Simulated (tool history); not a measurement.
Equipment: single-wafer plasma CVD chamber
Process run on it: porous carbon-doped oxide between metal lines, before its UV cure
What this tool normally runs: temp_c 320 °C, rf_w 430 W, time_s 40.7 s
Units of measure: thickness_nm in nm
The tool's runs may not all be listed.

| run | hour | temp_c | rf_w | time_s | wafers since the last listed run | hours since the last thermocouple change | hours since the last RF generator calibration | hours since the showerhead was replaced | hours since the gauge calibration | read-back reference wafer on the same gauge, thickness_nm | thickness_nm |
|---|---|---|---|---|---|---|---|---|---|---|---|
| 1 | 0 | 320 | 430 | 35.7 | 0 | 2025.2 | 1075.3 | 5607.3 | 4.8 | 216.901 | 173.823 |
| 2 | 13 | 320 | 430 | 35.7 | 256 | 2038.2 | 1088.3 | 5620.3 | 17.8 | 217.058 | 173.559 |
| 3 | 30.6 | 320 | 430 | 40.7 | 346 | 2055.8 | 1105.9 | 5637.9 | 35.4 | 216.908 | 197.962 |
| 4 | 39.6 | 320 | 430 | 40.7 | 177 | 2064.8 | 1114.9 | 5646.9 | 44.4 | 217.042 | 198.129 |
| 5 | 83.2 | 320 | 430 | 40.7 | 858 | 2108.4 | 1158.5 | 5690.5 | 88 | 216.989 | 197.004 |
| 6 | 90.5 | 320 | 430 | 40.7 | 143 | 2115.7 | 1165.8 | 5697.8 | 95.3 | 217 | 197.196 |
| 7 | 102.7 | 320 | 430 | 40.7 | 240 | 2127.9 | 1178 | 5710 | 107.5 | 217.055 | 197.542 |
|  | 116.4 | RF generator calibrated |
| 8 | 116.9 | 320 | 430 | 40.7 | 122 | 2142.1 | 0.5 | 5724.2 | 121.7 | 216.99 | 201.045 |
| 9 | 122.2 | 328 | 430 | 40.7 | 104 | 2147.4 | 5.8 | 5729.5 | 127 | 216.982 | 194.17 |
| 10 | 130.2 | 328 | 430 | 40.7 | 157 | 2155.4 | 13.8 | 5737.5 | 135 | 216.961 | 194.09 |
| 11 | 138.6 | 328 | 430 | 40.7 | 165 | 2163.8 | 22.2 | 5745.9 | 143.4 | 216.939 | 194.389 |
| 12 | 151.6 | 320 | 345 | 40.7 | 256 | 2176.8 | 35.2 | 5758.9 | 156.4 | 217.051 | 179.274 |
| 13 | 161.8 | 335 | 430 | 40.7 | 200 | 2187 | 45.4 | 5769.1 | 166.6 | 217.003 | 188.422 |
| 14 | 169.8 | 320 | 430 | 40.7 | 157 | 2195 | 53.4 | 5777.1 | 174.6 | 217.051 | 201.416 |
| 15 | 176.4 | 320 | 430 | 40.7 | 129 | 2201.6 | 60 | 5783.7 | 181.2 | 216.938 | 201.269 |
| 16 | 209.3 | 320 | 365 | 43 | 647 | 2234.5 | 92.9 | 5816.6 | 214.1 | 216.969 | 194.764 |
| 17 | 217.8 | 334 | 455 | 40.7 | 167 | 2243 | 101.4 | 5825.1 | 222.6 | 217.061 | 195.246 |
|  | 243.2 | thermocouple changed; heater temperature recalibrated |
| 18 | 243.7 | 312 | 430 | 43.1 | 352 | 0.5 | 127.3 | 5851 | 248.5 | 216.952 | 214.39 |
| 19 | 251.8 | 320 | 365 | 40.7 | 159 | 8.6 | 135.4 | 5859.1 | 256.6 | 216.985 | 179.44 |
|  | 261.5 | showerhead replaced |
| 20 | 266.1 | 320 | 430 | 40.7 | 124 | 22.9 | 149.7 | 4.6 | 270.9 | 217.005 | 195.278 |
| 21 | 281.5 | 309 | 515 | 44.2 | 303 | 38.3 | 165.1 | 20 | 286.3 | 217.045 | 244.845 |
| 22 | 295.3 | 320 | 430 | 40.7 | 271 | 52.1 | 178.9 | 33.8 | 300.1 | 216.944 | 195.544 |
| 23 | 304.8 | 320 | 430 | 40.7 | 187 | 61.6 | 188.4 | 43.3 | 309.6 | 217.09 | 196.126 |
| 24 | 316 | 320 | 430 | 46.9 | 220 | 72.8 | 199.6 | 54.5 | 320.8 | 216.94 | 224.676 |
| 25 | 322.2 | 330 | 405 | 48.2 | 122 | 79 | 205.8 | 60.7 | 327 | 217.022 | 214.111 |
| 26 | 334.6 | 320 | 505 | 37.7 | 244 | 91.4 | 218.2 | 73.1 | 339.4 | 217.021 | 197.364 |
| 27 | 342 | 335 | 455 | 45.6 | 145 | 98.8 | 225.6 | 80.5 | 346.8 | 216.986 | 212.473 |
| 28 | 349.8 | 325 | 460 | 45.8 | 153 | 106.6 | 233.4 | 88.3 | 354.6 | 216.995 | 223.129 |
| 29 | 361 | 320 | 430 | 40.7 | 220 | 117.8 | 244.6 | 99.5 | 365.8 | 216.963 | 196.174 |
| 30 | 369.5 | 320 | 430 | 40.7 | 167 | 126.3 | 253.1 | 108 | 374.3 | 216.992 | 195.81 |
| 31 | 377 | 314 | 405 | 45.3 | 147 | 133.8 | 260.6 | 115.5 | 381.8 | 216.932 | 217.25 |
| 32 | 389.7 | 320 | 465 | 40.7 | 250 | 146.5 | 273.3 | 128.2 | 394.5 | 216.995 | 204.664 |
| 33 | 403.9 | 320 | 430 | 40.7 | 279 | 160.7 | 287.5 | 142.4 | 408.7 | 216.946 | 195.888 |
| 34 | 415.5 | 314 | 430 | 35.8 | 228 | 172.3 | 299.1 | 154 | 420.3 | 217.025 | 177.829 |
| 35 | 425.3 | 320 | 475 | 32.6 | 193 | 182.1 | 308.9 | 163.8 | 430.1 | 216.98 | 166.302 |

Forecast each of these 3 alternatives for the next run:
| A | 425.7 | 320 | 430 | 40.7 | 7 | 182.5 | 309.3 | 164.2 | 430.5 | ? | ? |
| B | 425.7 | 320 | 510 | 46.7 | 7 | 182.5 | 309.3 | 164.2 | 430.5 | ? | ? |
| C | 425.7 | 335 | 495 | 37.2 | 7 | 182.5 | 309.3 | 164.2 | 430.5 | ? | ? |

| run | read-back reference wafer on the same gauge, thickness_nm | thickness_nm |
|---|---|---|
| A | 217.01 | 195.513 |
| B | 217.01 | 244.121 |
| C | 217.01 | 180.769 |
With the hidden condition removed and each run's random variation left untouched, the same runs would have given:
| run | thickness_nm |
|---|---|
| A | 195.451 |
| B | 243.973 |
| C | 180.712 |

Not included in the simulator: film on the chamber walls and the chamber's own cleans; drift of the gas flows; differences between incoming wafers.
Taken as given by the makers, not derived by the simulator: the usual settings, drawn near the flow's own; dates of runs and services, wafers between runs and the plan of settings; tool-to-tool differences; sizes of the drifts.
